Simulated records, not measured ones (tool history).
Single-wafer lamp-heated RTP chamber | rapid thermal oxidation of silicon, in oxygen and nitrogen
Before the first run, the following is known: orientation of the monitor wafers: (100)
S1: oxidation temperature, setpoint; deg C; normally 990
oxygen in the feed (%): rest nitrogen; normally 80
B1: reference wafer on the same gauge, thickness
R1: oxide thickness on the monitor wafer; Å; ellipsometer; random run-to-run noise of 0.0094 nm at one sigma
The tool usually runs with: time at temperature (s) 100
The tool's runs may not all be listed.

{"run": 1, "hour": 0.0, "S1": 990, "time at temperature (s)": 100, "oxygen in the feed (%)": 80, "B1": 7.252, "R1": 63.72}
{"run": 2, "hour": 65.3, "S1": 990, "time at temperature (s)": 100, "oxygen in the feed (%)": 80, "B1": 7.249, "R1": 63.12}
{"run": 3, "hour": 103.4, "S1": 990, "time at temperature (s)": 100, "oxygen in the feed (%)": 80, "B1": 7.25, "R1": 63.15}
{"run": 4, "hour": 158.6, "S1": 990, "time at temperature (s)": 117, "oxygen in the feed (%)": 80, "B1": 7.249, "R1": 67.7}
{"run": 5, "hour": 219.7, "S1": 990, "time at temperature (s)": 117, "oxygen in the feed (%)": 80, "B1": 7.251, "R1": 68}
{"run": 6, "hour": 284.6, "S1": 990, "time at temperature (s)": 117, "oxygen in the feed (%)": 80, "B1": 7.25, "R1": 67.92}
{"run": 7, "hour": 343.5, "S1": 1008, "time at temperature (s)": 100, "oxygen in the feed (%)": 92, "B1": 7.252, "R1": 76.22}
{"run": 8, "hour": 413.4, "S1": 1008, "time at temperature (s)": 100, "oxygen in the feed (%)": 92, "B1": 7.25, "R1": 76.1}
{"run": 9, "hour": 487.5, "S1": 1008, "time at temperature (s)": 100, "oxygen in the feed (%)": 92, "B1": 7.252, "R1": 75.74}
{"run": 10, "hour": 546.9, "S1": 990, "time at temperature (s)": 100, "oxygen in the feed (%)": 80, "B1": 7.253, "R1": 63.16}
{"run": 11, "hour": 592.0, "S1": 990, "time at temperature (s)": 100, "oxygen in the feed (%)": 80, "B1": 7.251, "R1": 63.29}
{"run": 12, "hour": 643.3, "S1": 990, "time at temperature (s)": 100, "oxygen in the feed (%)": 80, "B1": 7.252, "R1": 63.25}
{"run": 13, "hour": 710.7, "S1": 1011, "time at temperature (s)": 100, "oxygen in the feed (%)": 80, "B1": 7.244, "R1": 74.02}
{"run": 14, "hour": 771.7, "S1": 1011, "time at temperature (s)": 100, "oxygen in the feed (%)": 80, "B1": 7.244, "R1": 74.46}
{"run": 15, "hour": 888.7, "S1": 990, "time at temperature (s)": 100, "oxygen in the feed (%)": 80, "B1": 7.253, "R1": 63.93}
{"run": 16, "hour": 958.9, "S1": 990, "time at temperature (s)": 100, "oxygen in the feed (%)": 80, "B1": 7.254, "R1": 64.25}
{"run": 17, "hour": 1008.4, "S1": 990, "time at temperature (s)": 141, "oxygen in the feed (%)": 80, "B1": 7.254, "R1": 74.4}
{"run": 18, "hour": 1048.2, "S1": 1010, "time at temperature (s)": 123, "oxygen in the feed (%)": 98, "B1": 7.25, "R1": 86.54}
{"run": 19, "hour": 1091.9, "S1": 990, "time at temperature (s)": 100, "oxygen in the feed (%)": 80, "B1": 7.253, "R1": 63.5}
{"run": 20, "hour": 1141.7, "S1": 980, "time at temperature (s)": 59, "oxygen in the feed (%)": 50, "B1": 7.251, "R1": 40.09}
{"run": 21, "hour": 1184.4, "S1": 990, "time at temperature (s)": 100, "oxygen in the feed (%)": 80, "B1": 7.25, "R1": 63.31}
{"run": 22, "hour": 1244.6, "S1": 969, "time at temperature (s)": 67, "oxygen in the feed (%)": 98, "B1": 7.246, "R1": 48.71}
{"run": 23, "hour": 1304.8, "S1": 1020, "time at temperature (s)": 127, "oxygen in the feed (%)": 80, "B1": 7.245, "R1": 88.07}
{"run": 24, "hour": 1339.0, "S1": 968, "time at temperature (s)": 57, "oxygen in the feed (%)": 66, "B1": 7.253, "R1": 39.91}
{"run": 25, "hour": 1400.3, "S1": 1009, "time at temperature (s)": 100, "oxygen in the feed (%)": 80, "B1": 7.25, "R1": 73.39}
{"run": 26, "hour": 1506.6, "S1": 990, "time at temperature (s)": 64, "oxygen in the feed (%)": 80, "B1": 7.25, "R1": 51.84}
{"run": 27, "hour": 1536.6, "S1": 1004, "time at temperature (s)": 139, "oxygen in the feed (%)": 59, "B1": 7.247, "R1": 72.78}
{"run": 28, "hour": 1732.4, "S1": 1011, "time at temperature (s)": 131, "oxygen in the feed (%)": 98, "B1": 7.253, "R1": 89.9}
{"run": 29, "hour": 1776.7, "S1": 966, "time at temperature (s)": 100, "oxygen in the feed (%)": 58, "B1": 7.251, "R1": 47.53}
{"run": 30, "hour": 1813.6, "S1": 963, "time at temperature (s)": 100, "oxygen in the feed (%)": 80, "B1": 7.248, "R1": 51.98}
{"run": 31, "hour": 1879.7, "S1": 1012, "time at temperature (s)": 100, "oxygen in the feed (%)": 98, "B1": 7.253, "R1": 80.29}
{"run": 32, "hour": 1930.7, "S1": 990, "time at temperature (s)": 100, "oxygen in the feed (%)": 80, "B1": 7.252, "R1": 63.87}
{"run": 33, "hour": 1967.8, "S1": 990, "time at temperature (s)": 100, "oxygen in the feed (%)": 80, "B1": 7.254, "R1": 63.9}
{"run": 34, "hour": 2008.1, "S1": 1011, "time at temperature (s)": 100, "oxygen in the feed (%)": 69, "B1": 7.253, "R1": 70}
{"run": 35, "hour": 2069.3, "S1": 1017, "time at temperature (s)": 148, "oxygen in the feed (%)": 98, "B1": 7.246, "R1": 99}
{"run": 36, "hour": 2124.0, "S1": 1008, "time at temperature (s)": 120, "oxygen in the feed (%)": 71, "B1": 7.254, "R1": 75.22}

Withheld: 8 entries from between the runs. Position of each, and hidden state at the listed run before versus the listed run after:
Run 1 -> run 2: pyrometer window cleaned and pyrometer calibrated (hour 64.8)
  true wafer temperature minus pyrometer reading, K: 1.6 -> 0.0954; deviation of the oxygen flow from its setpoint, %: 2.78 -> 3.08
  measured result minus the result with no hidden state, R1: +0.87 -> +0.17 Å
Run 8 -> run 9: pyrometer window cleaned and pyrometer calibrated (hour 487)
  true wafer temperature minus pyrometer reading, K: 1.1 -> 0.145; deviation of the oxygen flow from its setpoint, %: 4.9 -> 5.34
  measured result minus the result with no hidden state, R1: +0.71 -> +0.19 Å
Run 10 -> run 11: gauge calibrated (hour 583.3)
  true wafer temperature minus pyrometer reading, K: 0.175 -> 0.236; deviation of the oxygen flow from its setpoint, %: 5.7 -> 5.98
  measured result minus the result with no hidden state, R1: +0.32 -> +0.36 Å
Run 16 -> run 17: pyrometer window cleaned and pyrometer calibrated (hour 1007.9)
  true wafer temperature minus pyrometer reading, K: 1.99 -> 0.287; deviation of the oxygen flow from its setpoint, %: 8.51 -> 8.89
  measured result minus the result with no hidden state, R1: +1.3 -> +0.59 Å
Run 19 -> run 20: oxygen flow controller replaced (hour 1104.3)
  true wafer temperature minus pyrometer reading, K: 0.346 -> 0.436; deviation of the oxygen flow from its setpoint, %: 9.54 -> 0.726
  measured result minus the result with no hidden state, R1: +0.55 -> +0.16 Å
Run 25 -> run 26: pyrometer window cleaned and pyrometer calibrated (hour 1506.1)
  true wafer temperature minus pyrometer reading, K: 1.56 -> 0.0652; deviation of the oxygen flow from its setpoint, %: 0.861 -> 0.977
  measured result minus the result with no hidden state, R1: +0.87 -> +0.06 Å
Run 32 -> run 33: gauge calibrated (hour 1961.3)
  true wafer temperature minus pyrometer reading, K: 1.56 -> 1.83; deviation of the oxygen flow from its setpoint, %: 1.79 -> 1.89
  measured result minus the result with no hidden state, R1: +0.81 -> +0.95 Å
Run 33 -> run 34: pyrometer window cleaned and pyrometer calibrated (hour 1983.2)
  true wafer temperature minus pyrometer reading, K: 1.83 -> 0.164; deviation of the oxygen flow from its setpoint, %: 1.89 -> 2
  measured result minus the result with no hidden state, R1: +0.95 -> +0.23 Å
